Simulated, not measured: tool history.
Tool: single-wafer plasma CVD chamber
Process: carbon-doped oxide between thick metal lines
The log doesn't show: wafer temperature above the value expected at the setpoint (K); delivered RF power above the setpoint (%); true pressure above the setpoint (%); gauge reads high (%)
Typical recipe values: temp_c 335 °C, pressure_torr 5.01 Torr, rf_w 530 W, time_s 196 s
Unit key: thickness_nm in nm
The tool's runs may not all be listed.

| run | day | temp_c | pressure_torr | rf_w | time_s | wafers since the last listed run | hours since the last thermocouple change | hours since the last RF generator calibration | hours since the last manometer calibration | hours since the showerhead was replaced | hours since the gauge calibration | read-back reference wafer on the same gauge, thickness_nm | thickness_nm |
|---|---|---|---|---|---|---|---|---|---|---|---|---|---|
| 1 | 0.000 | 335 | 5.01 | 530 | 185 | 0 | 1830.2 | 1370.2 | 1444.4 | 3869.9 | 49.5 | 849.886 | 922.389 |
| 2 | 0.321 | 335 | 4.10 | 530 | 204 | 76 | 1837.9 | 1377.9 | 1452.1 | 3877.6 | 57.2 | 850.182 | 998.596 |
| 3 | 1.000 | 335 | 4.10 | 530 | 204 | 161 | 1854.2 | 1394.2 | 1468.4 | 3893.9 | 73.5 | 849.917 | 996.884 |
| 4 | 1.483 | 340 | 5.01 | 465 | 196 | 114 | 1865.8 | 1405.8 | 1480.0 | 3905.5 | 85.1 | 849.845 | 897.638 |
|  | 3.038 | gauge calibrated |
| 5 | 3.262 | 340 | 5.01 | 465 | 196 | 422 | 1908.5 | 1448.5 | 1522.7 | 3948.2 | 5.4 | 849.773 | 898.118 |
|  | 3.783 | capacitance manometer re-zeroed and calibrated |
| 6 | 3.942 | 335 | 5.01 | 530 | 196 | 82 | 1924.8 | 1464.8 | 3.8 | 3964.5 | 21.7 | 849.957 | 975.297 |
|  | 4.550 | RF generator calibrated |
| 7 | 4.571 | 335 | 5.01 | 530 | 196 | 70 | 1939.9 | 0.5 | 18.9 | 3979.6 | 36.8 | 850.351 | 1019.766 |
| 8 | 4.762 | 335 | 5.01 | 530 | 196 | 45 | 1944.5 | 5.1 | 23.5 | 3984.2 | 41.4 | 850.435 | 1017.366 |
|  | 5.192 | thermocouple changed; heater temperature recalibrated |
| 9 | 5.408 | 342 | 5.35 | 600 | 220 | 74 | 5.2 | 20.6 | 39.0 | 3999.7 | 56.9 | 849.717 | 1196.898 |
|  | 6.254 | showerhead replaced |
| 10 | 6.275 | 335 | 4.17 | 530 | 196 | 126 | 26.0 | 41.4 | 59.8 | 0.5 | 77.7 | 850.303 | 1001.545 |
| 11 | 6.446 | 331 | 5.54 | 560 | 196 | 40 | 30.1 | 45.5 | 63.9 | 4.6 | 81.8 | 850.212 | 1064.660 |
| 12 | 6.879 | 322 | 5.97 | 595 | 196 | 102 | 40.5 | 55.9 | 74.3 | 15.0 | 92.2 | 849.811 | 1134.488 |
| 13 | 7.146 | 322 | 5.97 | 595 | 196 | 63 | 46.9 | 62.3 | 80.7 | 21.4 | 98.6 | 849.850 | 1131.747 |
| 14 | 7.471 | 335 | 5.01 | 530 | 196 | 77 | 54.7 | 70.1 | 88.5 | 29.2 | 106.4 | 849.967 | 1012.851 |
|  | 7.475 | gauge calibrated |
| 15 | 8.062 | 329 | 4.31 | 530 | 207 | 140 | 68.9 | 84.3 | 102.7 | 43.4 | 14.1 | 849.726 | 1071.779 |
| 16 | 8.542 | 335 | 5.01 | 590 | 196 | 113 | 80.4 | 95.8 | 114.2 | 54.9 | 25.6 | 849.794 | 1067.689 |
| 17 | 8.879 | 331 | 4.18 | 530 | 158 | 80 | 88.5 | 103.9 | 122.3 | 63.0 | 33.7 | 850.043 | 811.181 |

Hidden state or all else? Some run-to-run changes of thickness_nm, split into what the settings, what came in and random variation would give without the hidden state, and what is left for the hidden state (with any gauge scatter that isn't in both results):
Run 6 -> 7: RF generator calibrated. thickness_nm +44.469 nm: hidden state +44.083, all else +0.386.
Run 16 -> 17: temp_c 335 -> 331, pressure_torr 5.01 -> 4.18, rf_w 590 -> 530, time_s 196 -> 158. thickness_nm -256.508 nm: hidden state +1.473, all else -257.981.

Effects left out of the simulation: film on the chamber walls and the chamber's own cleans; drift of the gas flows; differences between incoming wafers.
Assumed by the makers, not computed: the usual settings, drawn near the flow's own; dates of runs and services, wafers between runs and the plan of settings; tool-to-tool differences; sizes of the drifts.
